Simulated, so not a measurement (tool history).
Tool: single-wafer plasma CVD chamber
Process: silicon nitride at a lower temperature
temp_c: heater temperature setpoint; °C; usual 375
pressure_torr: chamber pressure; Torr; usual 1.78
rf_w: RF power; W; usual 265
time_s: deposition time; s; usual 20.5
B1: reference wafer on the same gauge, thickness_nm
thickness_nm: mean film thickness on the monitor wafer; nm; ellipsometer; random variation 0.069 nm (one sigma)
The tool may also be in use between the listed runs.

run 1 hour=0 | temp_c=375 pressure_torr=1.78 rf_w=265 time_s=20.5 | B1=17.898 | thickness_nm=20.211
run 2 hour=14.1 | temp_c=375 pressure_torr=1.78 rf_w=265 time_s=20.5 | B1=17.902 | thickness_nm=20.361
run 3 hour=39.7 | temp_c=375 pressure_torr=1.78 rf_w=265 time_s=20.5 | B1=17.89 | thickness_nm=20.299
run 4 hour=63.1 | temp_c=375 pressure_torr=1.78 rf_w=265 time_s=18.6 | B1=17.902 | thickness_nm=18.341
run 5 hour=84.6 | temp_c=375 pressure_torr=1.78 rf_w=265 time_s=20.5 | B1=17.891 | thickness_nm=20.363
run 6 hour=96.6 | temp_c=375 pressure_torr=1.78 rf_w=265 time_s=20.5 | B1=17.904 | thickness_nm=20.347
-- hour=104.8 capacitance manometer re-zeroed and calibrated
-- hour=113.4 showerhead replaced, of another model than before
run 7 hour=124.1 | temp_c=375 pressure_torr=1.78 rf_w=265 time_s=20.5 | B1=17.91 | thickness_nm=20.561
run 8 hour=230 | temp_c=375 pressure_torr=1.78 rf_w=265 time_s=20.5 | B1=17.901 | thickness_nm=20.499
-- hour=253.6 gauge calibrated
run 9 hour=254.3 | temp_c=383 pressure_torr=1.78 rf_w=265 time_s=20.5 | B1=17.908 | thickness_nm=20.444
run 10 hour=286.1 | temp_c=383 pressure_torr=1.78 rf_w=265 time_s=20.5 | B1=17.905 | thickness_nm=20.368
run 11 hour=306.5 | temp_c=375 pressure_torr=1.78 rf_w=265 time_s=20.5 | B1=17.901 | thickness_nm=20.592
-- hour=317.2 thermocouple changed; heater temperature recalibrated
run 12 hour=320.7 | temp_c=368 pressure_torr=2.2 rf_w=265 time_s=20.5 | B1=17.903 | thickness_nm=21.452
run 13 hour=339.8 | temp_c=375 pressure_torr=1.78 rf_w=315 time_s=19.2 | B1=17.891 | thickness_nm=20.61
run 14 hour=371.1 | temp_c=362 pressure_torr=2.13 rf_w=265 time_s=23.2 | B1=17.896 | thickness_nm=24.371
run 15 hour=395.4 | temp_c=367 pressure_torr=1.34 rf_w=220 time_s=23.8 | B1=17.886 | thickness_nm=20.744
-- hour=424.3 RF generator calibrated
run 16 hour=424.8 | temp_c=363 pressure_torr=2.05 rf_w=310 time_s=21.7 | B1=17.895 | thickness_nm=24.607
run 17 hour=431 | temp_c=375 pressure_torr=2.11 rf_w=265 time_s=20.5 | B1=17.902 | thickness_nm=21.813
run 18 hour=446.1 | temp_c=375 pressure_torr=1.78 rf_w=265 time_s=21.9 | B1=17.896 | thickness_nm=22.232
run 19 hour=461 | temp_c=385 pressure_torr=1.78 rf_w=265 time_s=20.5 | B1=17.911 | thickness_nm=20.853
run 20 hour=482.6 | temp_c=375 pressure_torr=1.78 rf_w=265 time_s=20.5 | B1=17.903 | thickness_nm=20.81
run 21 hour=513.3 | temp_c=375 pressure_torr=1.36 rf_w=285 time_s=20.5 | B1=17.9 | thickness_nm=20.279
run 22 hour=535.4 | temp_c=363 pressure_torr=2.03 rf_w=285 time_s=23.1 | B1=17.903 | thickness_nm=25.034
run 23 hour=551.5 | temp_c=375 pressure_torr=1.78 rf_w=265 time_s=20.5 | B1=17.905 | thickness_nm=20.726
run 24 hour=577.1 | temp_c=375 pressure_torr=1.62 rf_w=240 time_s=20.5 | B1=17.9 | thickness_nm=19.539
run 25 hour=594.5 | temp_c=365 pressure_torr=1.91 rf_w=315 time_s=20.5 | B1=17.913 | thickness_nm=22.777
run 26 hour=612.6 | temp_c=375 pressure_torr=1.78 rf_w=265 time_s=20.5 | B1=17.898 | thickness_nm=20.68
run 27 hour=629.9 | temp_c=365 pressure_torr=1.78 rf_w=265 time_s=20.5 | B1=17.892 | thickness_nm=20.792
run 28 hour=651.6 | temp_c=375 pressure_torr=1.78 rf_w=315 time_s=19.2 | B1=17.893 | thickness_nm=20.925
run 29 hour=664 | temp_c=371 pressure_torr=1.59 rf_w=265 time_s=18.5 | B1=17.9 | thickness_nm=18.282

3 ways to go on from here, each from the tool as it stands after run 29. What would each give?
run A hour=664.4 | temp_c=375 pressure_torr=1.78 rf_w=265 time_s=20.5 | B1=? | thickness_nm=?
run B hour=664.4 | temp_c=381 pressure_torr=2.03 rf_w=250 time_s=23.8 | B1=? | thickness_nm=?
run C hour=664.4 | temp_c=375 pressure_torr=1.78 rf_w=265 time_s=22 | B1=? | thickness_nm=?

run=A B1=17.898 thickness_nm=20.709
run=B B1=17.898 thickness_nm=24.072
run=C B1=17.898 thickness_nm=22.22
Without the tool's hidden state the same runs would have given:
run=A thickness_nm=20.925
run=B thickness_nm=24.324
run=C thickness_nm=22.453
